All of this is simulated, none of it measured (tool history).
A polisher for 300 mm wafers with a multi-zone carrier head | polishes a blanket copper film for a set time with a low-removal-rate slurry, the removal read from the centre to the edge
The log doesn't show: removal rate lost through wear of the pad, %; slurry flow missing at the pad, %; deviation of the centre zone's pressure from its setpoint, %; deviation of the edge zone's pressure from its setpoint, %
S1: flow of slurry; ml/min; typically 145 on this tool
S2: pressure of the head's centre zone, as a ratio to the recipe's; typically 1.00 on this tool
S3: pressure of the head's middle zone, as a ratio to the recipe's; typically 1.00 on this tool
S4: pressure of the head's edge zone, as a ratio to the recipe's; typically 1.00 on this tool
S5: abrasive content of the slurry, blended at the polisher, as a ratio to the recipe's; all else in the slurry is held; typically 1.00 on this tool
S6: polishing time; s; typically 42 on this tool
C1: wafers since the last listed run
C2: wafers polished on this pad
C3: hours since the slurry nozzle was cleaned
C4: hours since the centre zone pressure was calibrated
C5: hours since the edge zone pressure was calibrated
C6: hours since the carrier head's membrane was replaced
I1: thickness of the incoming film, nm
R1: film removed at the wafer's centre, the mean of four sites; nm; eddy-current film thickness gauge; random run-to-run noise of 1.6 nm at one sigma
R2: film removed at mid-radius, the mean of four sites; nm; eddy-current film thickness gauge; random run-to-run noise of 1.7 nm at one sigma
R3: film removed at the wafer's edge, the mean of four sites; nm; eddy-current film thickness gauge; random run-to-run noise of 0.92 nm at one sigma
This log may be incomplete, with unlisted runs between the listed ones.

run,hour,S1,S2,S3,S4,S5,S6,C1,C2,C3,C4,C5,C6,I1,R1,R2,R3
1,0.0,145,1.00,1.00,1.00,1.00,42,0,766,193.6,156.5,92.3,384.4,753.5,120.0,125.3,120.9
# hour 117.8: slurry nozzle cleaned
# hour 255.8: worn pad replaced by a new one
2,294.7,145,1.00,1.00,1.00,1.00,42,3726,500,176.9,451.2,387.0,679.1,778.7,120.4,123.4,120.7
3,402.6,145,1.00,1.00,1.00,1.00,42,1387,1888,284.8,559.1,494.9,787.0,776.9,112.9,116.3,117.3
# hour 426.6: slurry nozzle cleaned
# hour 493.0: carrier head's membrane replaced by a new one
4,500.6,145,0.95,1.00,1.00,1.00,42,1183,3071,74.0,657.1,592.9,7.6,775.7,118.8,127.5,124.4
# hour 523.9: edge zone pressure recalibrated
5,564.2,145,0.95,1.00,1.00,1.00,42,792,3864,137.6,720.7,40.3,71.2,773.9,113.2,122.0,122.6
6,624.5,145,1.00,1.00,1.00,1.00,42,775,4639,197.9,781.0,100.6,131.5,767.4,118.4,126.7,120.8
# hour 651.2: worn pad replaced by a new one
# hour 674.2: centre zone pressure recalibrated
7,679.4,145,1.00,1.00,1.00,1.00,42,629,337,252.8,5.2,155.5,186.4,771.6,119.4,117.4,118.9
8,774.5,145,1.00,1.00,1.00,1.10,42,1223,1560,347.9,100.3,250.6,281.5,769.9,112.6,120.5,117.7
# hour 789.0: slurry nozzle cleaned
9,859.3,145,1.00,1.00,1.00,1.10,42,1077,2638,70.3,185.1,335.4,366.3,767.7,124.8,129.0,126.2
10,918.3,145,1.00,1.00,1.00,0.85,42,758,3397,129.3,244.1,394.4,425.3,766.5,117.0,122.9,117.4
# hour 962.3: worn pad replaced by a new one
11,988.4,145,1.00,1.00,1.00,1.20,42,850,335,199.4,314.2,464.5,495.4,772.0,123.8,129.5,125.4
12,1077.3,185,0.93,1.00,1.00,1.00,42,1143,1478,288.3,403.1,553.4,584.3,763.7,114.8,125.4,125.4
13,1161.9,100,0.90,1.00,1.00,1.00,35,1088,2567,372.9,487.7,638.0,668.9,755.6,65.8,79.8,86.2
# hour 1171.8: slurry nozzle cleaned
# hour 1184.6: edge zone pressure recalibrated
14,1231.2,145,1.00,1.00,1.00,1.00,42,852,3419,59.4,557.0,46.6,738.2,769.8,124.0,131.9,124.2
15,1278.2,145,1.00,1.00,0.96,1.00,38,604,4024,106.4,604.0,93.6,785.2,765.6,111.6,114.5,110.3
# hour 1286.5: worn pad replaced by a new one
# hour 1376.9: centre zone pressure recalibrated
# hour 1382.7: carrier head's membrane replaced by a new one
16,1383.2,145,1.00,1.00,1.00,0.75,42,1209,1154,211.4,6.3,198.6,0.5,758.5,112.2,117.5,112.9
17,1453.8,145,0.92,0.89,1.00,1.00,42,908,2062,282.0,76.9,269.2,71.1,765.0,106.6,108.4,119.7
# hour 1481.7: slurry nozzle cleaned
18,1516.6,145,1.00,1.00,1.00,1.00,42,794,2857,34.9,139.7,332.0,133.9,761.8,124.3,132.0,123.8
19,1610.0,145,1.00,1.05,1.00,0.75,42,1201,4058,128.3,233.1,425.4,227.3,768.8,114.7,122.5,113.6
# hour 1690.7: worn pad replaced by a new one
# hour 1706.3: edge zone pressure recalibrated
20,1711.7,175,1.00,1.00,0.97,1.00,47,1231,244,230.0,334.8,5.4,329.0,765.1,137.3,141.0,135.1
21,1814.4,145,1.00,1.00,1.11,0.85,42,1321,1565,332.7,437.5,108.1,431.7,764.1,104.8,111.4,118.2

What would each run have given without the hidden state, its run-to-run variation left as it was?
run,R1,R2,R3
1,127.9,132.5,125.7
2,128.0,130.2,125.4
3,125.8,127.9,125.3
4,122.1,130.6,126.6
5,118.7,127.2,126.2
6,126.9,134.7,126.1
7,130.9,127.3,125.9
8,129.8,136.5,128.2
9,128.7,132.6,128.7
10,123.0,128.4,121.1
11,133.5,138.5,131.5
12,125.6,135.9,132.9
13,85.1,99.2,98.7
14,125.8,133.6,125.3
15,114.7,117.3,112.2
16,119.4,124.0,117.3
17,116.7,117.4,126.6
18,127.3,134.8,125.6
19,121.0,128.4,117.4
20,148.2,151.0,141.9
21,121.7,127.0,129.4

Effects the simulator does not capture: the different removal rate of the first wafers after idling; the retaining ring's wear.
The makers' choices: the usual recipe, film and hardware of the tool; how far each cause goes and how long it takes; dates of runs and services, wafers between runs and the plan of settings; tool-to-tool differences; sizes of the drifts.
